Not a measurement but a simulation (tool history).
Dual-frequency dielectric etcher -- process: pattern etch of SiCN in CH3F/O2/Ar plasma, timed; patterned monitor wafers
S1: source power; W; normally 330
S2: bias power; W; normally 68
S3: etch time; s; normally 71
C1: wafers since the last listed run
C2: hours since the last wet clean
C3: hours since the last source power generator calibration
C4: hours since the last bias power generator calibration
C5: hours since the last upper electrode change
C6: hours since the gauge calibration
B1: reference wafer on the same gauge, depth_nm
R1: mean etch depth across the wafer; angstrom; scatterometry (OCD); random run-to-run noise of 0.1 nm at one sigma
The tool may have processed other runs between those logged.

{"run": 1, "day": 0.0, "S1": 300, "S2": 68, "S3": 71, "C1": 0, "C2": 220, "C3": 4434.4, "C4": 3793.6, "C5": 2008, "C6": 489.2, "B1": 23.79, "R1": 241.2}
{"run": 2, "day": 1.483, "S1": 300, "S2": 68, "S3": 71, "C1": 375, "C2": 255.6, "C3": 4470, "C4": 3829.2, "C5": 2043.6, "C6": 524.8, "B1": 23.72, "R1": 240.1}
{"run": 3, "day": 2.383, "S1": 300, "S2": 68, "S3": 71, "C1": 227, "C2": 277.2, "C3": 4491.6, "C4": 3850.8, "C5": 2065.2, "C6": 546.4, "B1": 23.69, "R1": 239.8}
{"run": 4, "day": 3.533, "S1": 330, "S2": 72, "S3": 71, "C1": 291, "C2": 304.8, "C3": 4519.2, "C4": 3878.4, "C5": 2092.8, "C6": 574, "B1": 23.68, "R1": 256.5}
{"day": 5.817, "done": "wet clean of the chamber"}
{"run": 5, "day": 5.838, "S1": 330, "S2": 72, "S3": 71, "C1": 330, "C2": 0.5, "C3": 4574.5, "C4": 3933.7, "C5": 2148.1, "C6": 629.3, "B1": 23.59, "R1": 255.8}
{"run": 6, "day": 6.25, "S1": 330, "S2": 72, "S3": 71, "C1": 104, "C2": 10.4, "C3": 4584.4, "C4": 3943.6, "C5": 2158, "C6": 639.2, "B1": 23.6, "R1": 256.7}
{"day": 7.3, "done": "source power generator calibrated"}
{"run": 7, "day": 7.321, "S1": 330, "S2": 75, "S3": 71, "C1": 228, "C2": 36.1, "C3": 0.5, "C4": 3969.3, "C5": 2183.7, "C6": 664.9, "B1": 23.56, "R1": 259.9}
{"run": 8, "day": 8.288, "S1": 330, "S2": 68, "S3": 71, "C1": 244, "C2": 59.3, "C3": 23.7, "C4": 3992.5, "C5": 2206.9, "C6": 688.1, "B1": 23.49, "R1": 249}
{"day": 9.638, "done": "bias power generator calibrated"}
{"run": 9, "day": 9.658, "S1": 370, "S2": 68, "S3": 81, "C1": 304, "C2": 92.2, "C3": 56.6, "C4": 0.5, "C5": 2239.8, "C6": 721, "B1": 23.47, "R1": 297.8}
{"run": 10, "day": 10.2, "S1": 330, "S2": 68, "S3": 71, "C1": 137, "C2": 105.2, "C3": 69.6, "C4": 13.5, "C5": 2252.8, "C6": 734, "B1": 23.5, "R1": 247.4}
{"run": 11, "day": 11.362, "S1": 330, "S2": 68, "S3": 71, "C1": 294, "C2": 133.1, "C3": 97.5, "C4": 41.4, "C5": 2280.7, "C6": 761.9, "B1": 23.42, "R1": 247.9}
{"run": 12, "day": 12.05, "S1": 290, "S2": 68, "S3": 71, "C1": 174, "C2": 149.6, "C3": 114, "C4": 57.9, "C5": 2297.2, "C6": 778.4, "B1": 23.41, "R1": 231.1}
{"run": 13, "day": 13.062, "S1": 330, "S2": 68, "S3": 71, "C1": 256, "C2": 173.9, "C3": 138.3, "C4": 82.2, "C5": 2321.5, "C6": 802.7, "B1": 23.32, "R1": 247.1}
{"run": 14, "day": 13.75, "S1": 300, "S2": 68, "S3": 71, "C1": 174, "C2": 190.4, "C3": 154.8, "C4": 98.7, "C5": 2338, "C6": 819.2, "B1": 23.33, "R1": 236.4}
{"day": 14.021, "done": "gauge calibrated"}
{"run": 15, "day": 14.283, "S1": 330, "S2": 81, "S3": 71, "C1": 135, "C2": 203.2, "C3": 167.6, "C4": 111.5, "C5": 2350.8, "C6": 6.3, "B1": 24.17, "R1": 273.5}
{"run": 16, "day": 14.833, "S1": 310, "S2": 68, "S3": 71, "C1": 139, "C2": 216.4, "C3": 180.8, "C4": 124.7, "C5": 2364, "C6": 19.5, "B1": 24.15, "R1": 248.8}
{"day": 15.979, "done": "upper electrode replaced"}
{"run": 17, "day": 16.0, "S1": 280, "S2": 82, "S3": 71, "C1": 42, "C2": 244.4, "C3": 208.8, "C4": 152.7, "C5": 0.5, "C6": 47.5, "B1": 24.15, "R1": 252.1}
{"run": 18, "day": 17.0, "S1": 260, "S2": 68, "S3": 88.5, "C1": 253, "C2": 268.4, "C3": 232.8, "C4": 176.7, "C5": 24.5, "C6": 71.5, "B1": 24.07, "R1": 284.6}
{"run": 19, "day": 17.825, "S1": 330, "S2": 68, "S3": 71, "C1": 208, "C2": 288.2, "C3": 252.6, "C4": 196.5, "C5": 44.3, "C6": 91.3, "B1": 24.1, "R1": 253.6}
{"run": 20, "day": 18.904, "S1": 300, "S2": 68, "S3": 71, "C1": 273, "C2": 314.1, "C3": 278.5, "C4": 222.4, "C5": 70.2, "C6": 117.2, "B1": 24.06, "R1": 243.4}
{"run": 21, "day": 19.492, "S1": 330, "S2": 68, "S3": 71, "C1": 148, "C2": 328.2, "C3": 292.6, "C4": 236.5, "C5": 84.3, "C6": 131.3, "B1": 24.11, "R1": 255.6}
{"run": 22, "day": 20.804, "S1": 260, "S2": 74, "S3": 81, "C1": 332, "C2": 359.7, "C3": 324.1, "C4": 268, "C5": 115.8, "C6": 162.8, "B1": 24.13, "R1": 267.2}
{"run": 23, "day": 21.488, "S1": 330, "S2": 57, "S3": 57.5, "C1": 173, "C2": 376.1, "C3": 340.5, "C4": 284.4, "C5": 132.2, "C6": 179.2, "B1": 24.08, "R1": 192.4}
{"run": 24, "day": 22.4, "S1": 360, "S2": 74, "S3": 71, "C1": 231, "C2": 398, "C3": 362.4, "C4": 306.3, "C5": 154.1, "C6": 201.1, "B1": 24.04, "R1": 271.6}
{"day": 24.012, "done": "wet clean of the chamber"}
{"run": 25, "day": 24.033, "S1": 370, "S2": 75, "S3": 71, "C1": 160, "C2": 0.5, "C3": 401.6, "C4": 345.5, "C5": 193.3, "C6": 240.3, "B1": 24.05, "R1": 278.2}
{"run": 26, "day": 24.65, "S1": 330, "S2": 68, "S3": 71, "C1": 156, "C2": 15.3, "C3": 416.4, "C4": 360.3, "C5": 208.1, "C6": 255.1, "B1": 24.03, "R1": 255.5}
{"run": 27, "day": 25.638, "S1": 270, "S2": 68, "S3": 52, "C1": 250, "C2": 39, "C3": 440.1, "C4": 384, "C5": 231.8, "C6": 278.8, "B1": 24.05, "R1": 170}
{"run": 28, "day": 26.612, "S1": 330, "S2": 68, "S3": 71, "C1": 246, "C2": 62.4, "C3": 463.5, "C4": 407.4, "C5": 255.2, "C6": 302.2, "B1": 23.98, "R1": 254.5}
{"run": 29, "day": 27.2, "S1": 330, "S2": 68, "S3": 71, "C1": 148, "C2": 76.5, "C3": 477.6, "C4": 421.5, "C5": 269.3, "C6": 316.3, "B1": 24.01, "R1": 252}
{"run": 30, "day": 28.604, "S1": 290, "S2": 60, "S3": 71, "C1": 355, "C2": 110.2, "C3": 511.3, "C4": 455.2, "C5": 303, "C6": 350, "B1": 24.01, "R1": 228.7}
{"run": 31, "day": 29.838, "S1": 360, "S2": 57, "S3": 58.5, "C1": 312, "C2": 139.8, "C3": 540.9, "C4": 484.8, "C5": 332.6, "C6": 379.6, "B1": 24, "R1": 204.3}

The tool's hidden state at each run:
etch rate over this chamber's usual, %: 0 in every run
source power that arrives over what is set, %: 0 in every run
bias power that arrives over what is set, %: 0 in every run
H1: gauge reads high (%)
run=1 H1=-1.39
run=2 H1=-1.54
run=3 H1=-1.63
run=4 H1=-1.76
run=5 H1=-2.04
run=6 H1=-2.09
run=7 H1=-2.23
run=8 H1=-2.36
run=9 H1=-2.55
run=10 H1=-2.63
run=11 H1=-2.8
run=12 H1=-2.91
run=13 H1=-3.07
run=14 H1=-3.18
run=15 H1=0.0538
run=16 H1=0.0523
run=17 H1=0.0445
run=18 H1=0.0327
run=19 H1=0.0193
run=20 H1=-0.00317
run=21 H1=-0.0177
run=22 H1=-0.0562
run=23 H1=-0.0795
run=24 H1=-0.114
run=25 H1=-0.186
run=26 H1=-0.217
run=27 H1=-0.269
run=28 H1=-0.326
run=29 H1=-0.362
run=30 H1=-0.455
run=31 H1=-0.545

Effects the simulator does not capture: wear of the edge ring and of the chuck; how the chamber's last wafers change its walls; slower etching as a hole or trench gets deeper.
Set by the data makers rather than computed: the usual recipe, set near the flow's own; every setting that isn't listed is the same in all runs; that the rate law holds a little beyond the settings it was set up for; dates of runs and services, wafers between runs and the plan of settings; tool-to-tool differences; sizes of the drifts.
